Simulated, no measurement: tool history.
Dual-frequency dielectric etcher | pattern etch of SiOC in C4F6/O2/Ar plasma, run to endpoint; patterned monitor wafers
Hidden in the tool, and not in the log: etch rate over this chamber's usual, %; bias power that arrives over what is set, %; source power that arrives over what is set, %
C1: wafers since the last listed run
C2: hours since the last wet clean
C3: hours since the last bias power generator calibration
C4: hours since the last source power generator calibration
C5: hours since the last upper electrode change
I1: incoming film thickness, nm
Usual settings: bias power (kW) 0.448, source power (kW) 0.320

run 1 day=0.000 | bias_power_(kW)=0.492 source_power_(kW)=0.320 | C1=0 C2=263.8 C3=2674.7 C4=3658.7 C5=2560.0 | I1=50.6 | endpoint_time_(s)=17.4
run 2 day=1.608 | bias_power_(kW)=0.492 source_power_(kW)=0.320 | C1=360 C2=302.4 C3=2713.3 C4=3697.3 C5=2598.6 | I1=51.0 | endpoint_time_(s)=17.9
run 3 day=4.162 | bias_power_(kW)=0.448 source_power_(kW)=0.370 | C1=572 C2=363.7 C3=2774.6 C4=3758.6 C5=2659.9 | I1=50.6 | endpoint_time_(s)=17.4
run 4 day=5.754 | bias_power_(kW)=0.531 source_power_(kW)=0.320 | C1=356 C2=401.9 C3=2812.8 C4=3796.8 C5=2698.1 | I1=51.2 | endpoint_time_(s)=17.4
-- day=7.467 wet clean of the chamber
run 5 day=7.779 | bias_power_(kW)=0.448 source_power_(kW)=0.320 | C1=229 C2=7.5 C3=2861.4 C4=3845.4 C5=2746.7 | I1=51.0 | endpoint_time_(s)=18.1
run 6 day=9.942 | bias_power_(kW)=0.448 source_power_(kW)=0.320 | C1=484 C2=59.4 C3=2913.3 C4=3897.3 C5=2798.6 | I1=51.1 | endpoint_time_(s)=18.0
run 7 day=12.808 | bias_power_(kW)=0.448 source_power_(kW)=0.320 | C1=642 C2=128.2 C3=2982.1 C4=3966.1 C5=2867.4 | I1=51.6 | endpoint_time_(s)=18.4
run 8 day=15.079 | bias_power_(kW)=0.448 source_power_(kW)=0.320 | C1=508 C2=182.7 C3=3036.6 C4=4020.6 C5=2921.9 | I1=51.1 | endpoint_time_(s)=18.3
run 9 day=17.462 | bias_power_(kW)=0.448 source_power_(kW)=0.320 | C1=533 C2=239.9 C3=3093.8 C4=4077.8 C5=2979.1 | I1=51.2 | endpoint_time_(s)=18.5
run 10 day=18.779 | bias_power_(kW)=0.448 source_power_(kW)=0.320 | C1=294 C2=271.5 C3=3125.4 C4=4109.4 C5=3010.7 | I1=51.4 | endpoint_time_(s)=18.5
run 11 day=20.188 | bias_power_(kW)=0.448 source_power_(kW)=0.320 | C1=315 C2=305.3 C3=3159.2 C4=4143.2 C5=3044.5 | I1=50.9 | endpoint_time_(s)=18.4
run 12 day=22.946 | bias_power_(kW)=0.448 source_power_(kW)=0.320 | C1=617 C2=371.5 C3=3225.4 C4=4209.4 C5=3110.7 | I1=50.7 | endpoint_time_(s)=18.4
run 13 day=24.888 | bias_power_(kW)=0.448 source_power_(kW)=0.320 | C1=435 C2=418.1 C3=3272.0 C4=4256.0 C5=3157.3 | I1=51.3 | endpoint_time_(s)=18.7
-- day=26.188 wet clean of the chamber
run 14 day=26.775 | bias_power_(kW)=0.448 source_power_(kW)=0.320 | C1=198 C2=14.1 C3=3317.3 C4=4301.3 C5=3202.6 | I1=50.9 | endpoint_time_(s)=19.2
run 15 day=29.062 | bias_power_(kW)=0.448 source_power_(kW)=0.320 | C1=512 C2=69.0 C3=3372.2 C4=4356.2 C5=3257.5 | I1=50.4 | endpoint_time_(s)=19.2
-- day=32.279 upper electrode replaced
run 16 day=32.300 | bias_power_(kW)=0.483 source_power_(kW)=0.270 | C1=501 C2=146.7 C3=3449.9 C4=4433.9 C5=0.5 | I1=50.8 | endpoint_time_(s)=20.1
-- day=33.838 wet clean of the chamber, repeated, since the last time left the tool worse
run 17 day=33.858 | bias_power_(kW)=0.448 source_power_(kW)=0.320 | C1=125 C2=0.5 C3=3487.3 C4=4471.3 C5=37.9 | I1=50.9 | endpoint_time_(s)=18.1
run 18 day=36.125 | bias_power_(kW)=0.527 source_power_(kW)=0.320 | C1=507 C2=54.9 C3=3541.7 C4=4525.7 C5=92.3 | I1=51.1 | endpoint_time_(s)=17.0
-- day=36.875 bias power generator calibrated
run 19 day=38.917 | bias_power_(kW)=0.512 source_power_(kW)=0.400 | C1=588 C2=121.9 C3=49.0 C4=4592.7 C5=159.3 | I1=51.2 | endpoint_time_(s)=15.7
-- day=39.383 source power generator calibrated
run 20 day=40.596 | bias_power_(kW)=0.420 source_power_(kW)=0.250 | C1=338 C2=162.2 C3=89.3 C4=29.1 C5=199.6 | I1=50.7 | endpoint_time_(s)=20.7
run 21 day=43.508 | bias_power_(kW)=0.509 source_power_(kW)=0.320 | C1=652 C2=232.1 C3=159.2 C4=99.0 C5=269.5 | I1=51.1 | endpoint_time_(s)=17.3
run 22 day=45.096 | bias_power_(kW)=0.483 source_power_(kW)=0.270 | C1=355 C2=270.2 C3=197.3 C4=137.1 C5=307.6 | I1=50.8 | endpoint_time_(s)=19.1
run 23 day=46.654 | bias_power_(kW)=0.379 source_power_(kW)=0.260 | C1=349 C2=307.6 C3=234.7 C4=174.5 C5=345.0 | I1=51.0 | endpoint_time_(s)=21.9
run 24 day=49.438 | bias_power_(kW)=0.448 source_power_(kW)=0.320 | C1=623 C2=374.4 C3=301.5 C4=241.3 C5=411.8 | I1=51.4 | endpoint_time_(s)=18.6
run 25 day=51.429 | bias_power_(kW)=0.537 source_power_(kW)=0.250 | C1=446 C2=422.2 C3=349.3 C4=289.1 C5=459.6 | I1=51.2 | endpoint_time_(s)=19.2
-- day=52.838 wet clean of the chamber
run 26 day=53.858 | bias_power_(kW)=0.546 source_power_(kW)=0.390 | C1=320 C2=24.5 C3=407.6 C4=347.4 C5=517.9 | I1=51.3 | endpoint_time_(s)=15.6
run 27 day=55.958 | bias_power_(kW)=0.417 source_power_(kW)=0.350 | C1=470 C2=74.9 C3=458.0 C4=397.8 C5=568.3 | I1=50.4 | endpoint_time_(s)=17.9
run 28 day=58.000 | bias_power_(kW)=0.514 source_power_(kW)=0.250 | C1=457 C2=123.9 C3=507.0 C4=446.8 C5=617.3 | I1=51.2 | endpoint_time_(s)=19.0
run 29 day=60.971 | bias_power_(kW)=0.363 source_power_(kW)=0.320 | C1=665 C2=195.2 C3=578.3 C4=518.1 C5=688.6 | I1=50.6 | endpoint_time_(s)=20.0

5 ways to go on from here, each from the tool as it stands after run 29. What would each give?
run A day=60.988 | bias_power_(kW)=0.448 source_power_(kW)=0.320 | C1=3 C2=195.6 C3=578.7 C4=518.5 C5=689.0 | I1=50.9 | endpoint_time_(s)=?
run B day=60.988 | bias_power_(kW)=0.419 source_power_(kW)=0.370 | C1=3 C2=195.6 C3=578.7 C4=518.5 C5=689.0 | I1=50.9 | endpoint_time_(s)=?
run C day=60.988 | bias_power_(kW)=0.376 source_power_(kW)=0.260 | C1=3 C2=195.6 C3=578.7 C4=518.5 C5=689.0 | I1=50.9 | endpoint_time_(s)=?
run D day=60.988 | bias_power_(kW)=0.490 source_power_(kW)=0.380 | C1=3 C2=195.6 C3=578.7 C4=518.5 C5=689.0 | I1=50.9 | endpoint_time_(s)=?
run E day=60.988 | bias_power_(kW)=0.541 source_power_(kW)=0.300 | C1=3 C2=195.6 C3=578.7 C4=518.5 C5=689.0 | I1=50.9 | endpoint_time_(s)=?

run=A endpoint_time_(s)=18.4
run=B endpoint_time_(s)=17.9
run=C endpoint_time_(s)=21.8
run=D endpoint_time_(s)=16.5
run=E endpoint_time_(s)=17.3
Without the tool's hidden state the same runs would have given:
run=A endpoint_time_(s)=18.2
run=B endpoint_time_(s)=17.7
run=C endpoint_time_(s)=21.6
run=D endpoint_time_(s)=16.3
run=E endpoint_time_(s)=17.2
